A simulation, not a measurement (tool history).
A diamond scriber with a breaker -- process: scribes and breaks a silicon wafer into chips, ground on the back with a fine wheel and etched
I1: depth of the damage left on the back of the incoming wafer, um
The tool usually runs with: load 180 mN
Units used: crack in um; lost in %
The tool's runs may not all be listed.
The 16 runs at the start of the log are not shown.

run 17 hour=209.1 | load=180 | I1=0.40 | crack=8.37 lost=6.12
run 18 hour=221.4 | load=159 | I1=0.65 | crack=7.92 lost=11.74
run 19 hour=228.1 | load=223 | I1=0.61 | crack=9.20 lost=1.27
run 20 hour=240.8 | load=148 | I1=0.68 | crack=7.22 lost=14.46
run 21 hour=255.5 | load=180 | I1=0.54 | crack=8.48 lost=6.69
-- hour=269.4 diamond tip replaced by a new one
run 22 hour=271.5 | load=128 | I1=0.79 | crack=7.92 lost=10.17
run 23 hour=284.3 | load=160 | I1=0.68 | crack=8.89 lost=2.97
run 24 hour=301.9 | load=143 | I1=0.76 | crack=8.50 lost=6.51
run 25 hour=315.1 | load=180 | I1=0.39 | crack=9.52 lost=1.37
run 26 hour=329.8 | load=232 | I1=0.50 | crack=10.65 lost=2.86
run 27 hour=347.3 | load=158 | I1=0.50 | crack=8.61 lost=3.76
run 28 hour=371.2 | load=180 | I1=0.48 | crack=9.06 lost=1.58
run 29 hour=388.5 | load=180 | I1=0.46 | crack=9.26 lost=1.82

Estimate the outcome of run 30 from the log above:
run 30 hour=402.6 | load=226 | I1=0.41 | crack=? lost=?

{"run 30": {"crack": 10.49, "lost": 1.88}}
On a tool with no hidden condition, and with the same random variation, this run would have come out at crack 11.18 um, lost 4.38 %.
